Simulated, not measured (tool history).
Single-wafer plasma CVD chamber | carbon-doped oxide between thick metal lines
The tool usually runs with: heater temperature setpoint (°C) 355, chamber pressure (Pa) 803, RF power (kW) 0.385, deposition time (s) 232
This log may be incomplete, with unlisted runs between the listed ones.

| run | day | heater temperature setpoint (°C) | chamber pressure (Pa) | RF power (kW) | deposition time (s) | wafers since the last listed run | hours since the last thermocouple change | hours since the last RF generator calibration | hours since the last manometer calibration | hours since the showerhead was replaced | hours since the gauge calibration | read-back reference wafer on the same gauge, thickness_nm | mean film thickness on the monitor wafer (angstrom) |
|---|---|---|---|---|---|---|---|---|---|---|---|---|---|
| 1 | 0 | 355 | 803 | 0.37 | 232 | 0 | 2135.5 | 1079.5 | 9.9 | 2937.2 | 27.2 | 1167.508 | 9571.4 |
| 2 | 2.133 | 355 | 803 | 0.37 | 232 | 381 | 2186.7 | 1130.7 | 61.1 | 2988.4 | 78.4 | 1170.277 | 9566.67 |
| 3 | 4.633 | 355 | 803 | 0.37 | 232 | 447 | 2246.7 | 1190.7 | 121.1 | 3048.4 | 138.4 | 1169.898 | 9472.98 |
|  | 5.929 | RF generator calibrated |
| 4 | 11.412 | 355 | 803 | 0.385 | 232 | 1152 | 2409.4 | 131.6 | 283.8 | 3211.1 | 301.1 | 1170.316 | 9409.83 |
| 5 | 12.562 | 355 | 803 | 0.385 | 232 | 205 | 2437 | 159.2 | 311.4 | 3238.7 | 328.7 | 1171.244 | 9386.81 |
| 6 | 14.621 | 355 | 803 | 0.385 | 232 | 368 | 2486.4 | 208.6 | 360.8 | 3288.1 | 378.1 | 1170.519 | 9380.44 |
| 7 | 16.612 | 355 | 803 | 0.385 | 232 | 356 | 2534.2 | 256.4 | 408.6 | 3335.9 | 425.9 | 1170.933 | 9316.9 |
|  | 17.404 | thermocouple changed; heater temperature recalibrated |
| 8 | 19.508 | 355 | 631 | 0.325 | 232 | 458 | 50.5 | 325.9 | 478.1 | 3405.4 | 495.4 | 1170.039 | 8051.19 |
| 9 | 21.85 | 355 | 803 | 0.385 | 232 | 418 | 106.7 | 382.1 | 534.3 | 3461.6 | 551.6 | 1171.153 | 9294.47 |
|  | 22.875 | RF generator calibrated, repeated, since the last time left the tool worse |
| 10 | 24.158 | 355 | 803 | 0.385 | 232 | 353 | 162.1 | 30.8 | 589.7 | 3517 | 607 | 1171.185 | 10126.22 |
| 11 | 26.508 | 355 | 803 | 0.385 | 232 | 420 | 218.5 | 87.2 | 646.1 | 3573.4 | 663.4 | 1171.446 | 10143.57 |
| 12 | 29.267 | 364 | 803 | 0.31 | 232 | 493 | 284.7 | 153.4 | 712.3 | 3639.6 | 729.6 | 1169.28 | 8406.15 |
| 13 | 31.329 | 355 | 996 | 0.34 | 232 | 368 | 334.2 | 202.9 | 761.8 | 3689.1 | 779.1 | 1170.581 | 9329.02 |
|  | 33.333 | showerhead replaced |
| 14 | 34.058 | 355 | 917 | 0.385 | 232 | 428 | 399.7 | 268.4 | 827.3 | 17.4 | 844.6 | 1171.692 | 10167.98 |
| 15 | 35.433 | 345 | 803 | 0.385 | 232 | 245 | 432.7 | 301.4 | 860.3 | 50.4 | 877.6 | 1171.14 | 10203.44 |
| 16 | 37.325 | 343 | 803 | 0.385 | 232 | 338 | 478.1 | 346.8 | 905.7 | 95.8 | 923 | 1167.028 | 10303.66 |
|  | 37.879 | capacitance manometer re-zeroed and calibrated |
| 17 | 38.888 | 366 | 803 | 0.31 | 232 | 219 | 515.6 | 384.3 | 24.2 | 133.3 | 960.5 | 1168.213 | 8320.06 |
| 18 | 39.917 | 355 | 631 | 0.325 | 232 | 184 | 540.3 | 409 | 48.9 | 158 | 985.2 | 1168.061 | 8626.95 |
| 19 | 41.729 | 355 | 803 | 0.385 | 232 | 324 | 583.8 | 452.5 | 92.4 | 201.5 | 1028.7 | 1171.726 | 10005.63 |
| 20 | 42.988 | 355 | 803 | 0.385 | 232 | 225 | 614 | 482.7 | 122.6 | 231.7 | 1058.9 | 1170.189 | 10005.05 |
| 21 | 45.508 | 345 | 912 | 0.385 | 245 | 450 | 674.5 | 543.2 | 183.1 | 292.2 | 1119.4 | 1171.985 | 10859.82 |
| 22 | 46.858 | 355 | 803 | 0.385 | 245 | 241 | 706.9 | 575.6 | 215.5 | 324.6 | 1151.8 | 1170.149 | 10438.4 |
| 23 | 48.329 | 355 | 915 | 0.385 | 277 | 263 | 742.2 | 610.9 | 250.8 | 359.9 | 1187.1 | 1169.351 | 11991.09 |

Run 24 has not been measured yet. What should we expect?
| 24 | 50.012 | 365 | 977 | 0.315 | 266 | 301 | 782.6 | 651.3 | 291.2 | 400.3 | 1227.5 | ? | ? |

{"run 24": {"read-back reference wafer on the same gauge, thickness_nm": 1172.45, "mean film thickness on the monitor wafer (angstrom)": 9694.66}}
On a tool with no hidden condition, and with the same random variation, this run would have come out at mean film thickness on the monitor wafer (angstrom) 9880.39.
